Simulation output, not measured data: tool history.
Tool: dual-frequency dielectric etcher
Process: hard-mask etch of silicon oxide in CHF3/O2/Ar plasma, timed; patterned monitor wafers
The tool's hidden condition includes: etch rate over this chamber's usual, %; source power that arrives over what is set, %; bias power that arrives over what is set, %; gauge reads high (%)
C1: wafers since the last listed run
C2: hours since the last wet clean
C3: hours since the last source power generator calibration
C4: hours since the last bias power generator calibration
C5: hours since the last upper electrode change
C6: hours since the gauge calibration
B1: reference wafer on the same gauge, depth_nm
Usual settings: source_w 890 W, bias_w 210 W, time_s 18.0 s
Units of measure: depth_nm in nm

Run 1, day 0.000: usual settings but source_w 840 W; C1 0; C2 122.3; C3 4766.5; C4 4663.8; C5 4164.4; C6 629.7; B1 48.50. Result: depth_nm 42.65 nm.
Run 2, day 1.842: usual settings but source_w 840 W; C1 1046; C2 166.5; C3 4810.7; C4 4708.0; C5 4208.6; C6 673.9; B1 48.39. Result: depth_nm 42.72 nm.
Run 3, day 4.108: usual settings; C1 1287; C2 220.9; C3 4865.1; C4 4762.4; C5 4263.0; C6 728.3; B1 48.35. Result: depth_nm 43.36 nm.
At day 4.567: gauge calibrated.
Run 4, day 6.604: usual settings; C1 1418; C2 280.8; C3 4925.0; C4 4822.3; C5 4322.9; C6 48.9; B1 48.40. Result: depth_nm 43.26 nm.
Run 5, day 8.642: usual settings; C1 1157; C2 329.7; C3 4973.9; C4 4871.2; C5 4371.8; C6 97.8; B1 48.42. Result: depth_nm 43.53 nm.
Run 6, day 11.629: usual settings but time_s 19.5 s; C1 1697; C2 401.4; C3 5045.6; C4 4942.9; C5 4443.5; C6 169.5; B1 48.42. Result: depth_nm 47.03 nm.
At day 13.388: wet clean of the chamber.
Run 7, day 13.408: usual settings but time_s 21.0 s; C1 442; C2 0.5; C3 5088.3; C4 4985.6; C5 4486.2; C6 212.2; B1 48.37. Result: depth_nm 50.33 nm.
Run 8, day 14.675: usual settings but bias_w 249 W; C1 719; C2 30.9; C3 5118.7; C4 5016.0; C5 4516.6; C6 242.6; B1 48.48. Result: depth_nm 45.27 nm.
At day 15.962: bias power generator calibrated.
Run 9, day 17.333: usual settings but source_w 720 W; C1 1415; C2 94.7; C3 5182.5; C4 32.9; C5 4580.4; C6 306.4; B1 48.45. Result: depth_nm 40.99 nm.
Run 10, day 19.675: usual settings but source_w 720 W; C1 1330; C2 150.9; C3 5238.7; C4 89.1; C5 4636.6; C6 362.6; B1 48.46. Result: depth_nm 41.01 nm.
Run 11, day 22.342: usual settings; C1 1515; C2 214.9; C3 5302.7; C4 153.1; C5 4700.6; C6 426.6; B1 48.30. Result: depth_nm 43.32 nm.
Run 12, day 26.221: usual settings; C1 2204; C2 308.0; C3 5395.8; C4 246.2; C5 4793.7; C6 519.7; B1 48.36. Result: depth_nm 43.46 nm.
Run 13, day 29.038: usual settings; C1 1600; C2 375.6; C3 5463.4; C4 313.8; C5 4861.3; C6 587.3; B1 48.35. Result: depth_nm 43.19 nm.
Run 14, day 30.392: usual settings; C1 769; C2 408.1; C3 5495.9; C4 346.3; C5 4893.8; C6 619.8; B1 48.41. Result: depth_nm 43.38 nm.
Run 15, day 31.888: usual settings but source_w 730 W, bias_w 250 W, time_s 13.0 s; C1 849; C2 444.0; C3 5531.8; C4 382.2; C5 4929.7; C6 655.7; B1 48.39. Result: depth_nm 31.31 nm.
At day 33.108: wet clean of the chamber.
Run 16, day 33.862: usual settings but source_w 980 W; C1 554; C2 18.1; C3 5579.2; C4 429.6; C5 4977.1; C6 703.1; B1 48.45. Result: depth_nm 44.60 nm.
At day 34.379: gauge calibrated.
At day 34.771: source power generator calibrated.
Run 17, day 35.125: usual settings; C1 622; C2 48.4; C3 8.5; C4 459.9; C5 5007.4; C6 17.9; B1 48.38. Result: depth_nm 43.51 nm.
At day 36.333: upper electrode replaced.
Run 18, day 38.000: usual settings but time_s 13.0 s; C1 1065; C2 117.4; C3 77.5; C4 528.9; C5 40.0; C6 86.9; B1 48.36. Result: depth_nm 31.29 nm.
Run 19, day 39.433: usual settings but source_w 1070 W, bias_w 163 W; C1 814; C2 151.8; C3 111.9; C4 563.3; C5 74.4; C6 121.3; B1 48.53. Result: depth_nm 42.99 nm.
Run 20, day 42.158: usual settings but source_w 1100 W, bias_w 238 W, time_s 22.0 s; C1 1548; C2 217.2; C3 177.3; C4 628.7; C5 139.8; C6 186.7; B1 48.53. Result: depth_nm 58.26 nm.
Run 21, day 44.012: usual settings but source_w 720 W, bias_w 255 W, time_s 23.5 s; C1 1053; C2 261.7; C3 221.8; C4 673.2; C5 184.3; C6 231.2; B1 48.48. Result: depth_nm 56.65 nm.
Run 22, day 46.488: usual settings but time_s 16.0 s; C1 1406; C2 321.1; C3 281.2; C4 732.6; C5 243.7; C6 290.6; B1 48.33. Result: depth_nm 38.65 nm.
Run 23, day 47.558: usual settings but source_w 720 W; C1 608; C2 346.8; C3 306.9; C4 758.3; C5 269.4; C6 316.3; B1 48.42. Result: depth_nm 40.87 nm.
At day 48.979: wet clean of the chamber.
Run 24, day 49.154: usual settings but source_w 800 W, bias_w 192 W, time_s 20.0 s; C1 338; C2 4.2; C3 345.2; C4 796.6; C5 307.7; C6 354.6; B1 48.41. Result: depth_nm 45.69 nm.

For each entry between runs, how does the tool's hidden state at the last listed run before it compare with that at the first listed run after it?
Run 3 -> run 4: gauge calibrated (day 4.567)
  no difference in the tool's unlogged condition between these two runs
Run 6 -> run 7: wet clean of the chamber (day 13.388)
  no difference in the tool's unlogged condition between these two runs
Run 8 -> run 9: bias power generator calibrated (day 15.962)
  no difference in the tool's unlogged condition between these two runs
Run 15 -> run 16: wet clean of the chamber (day 33.108)
  no difference in the tool's unlogged condition between these two runs
Run 16 -> run 17: gauge calibrated (day 34.379); source power generator calibrated (day 34.771)
  no difference in the tool's unlogged condition between these two runs
Run 17 -> run 18: upper electrode replaced (day 36.333)
  no difference in the tool's unlogged condition between these two runs
Run 23 -> run 24: wet clean of the chamber (day 48.979)
  no difference in the tool's unlogged condition between these two runs
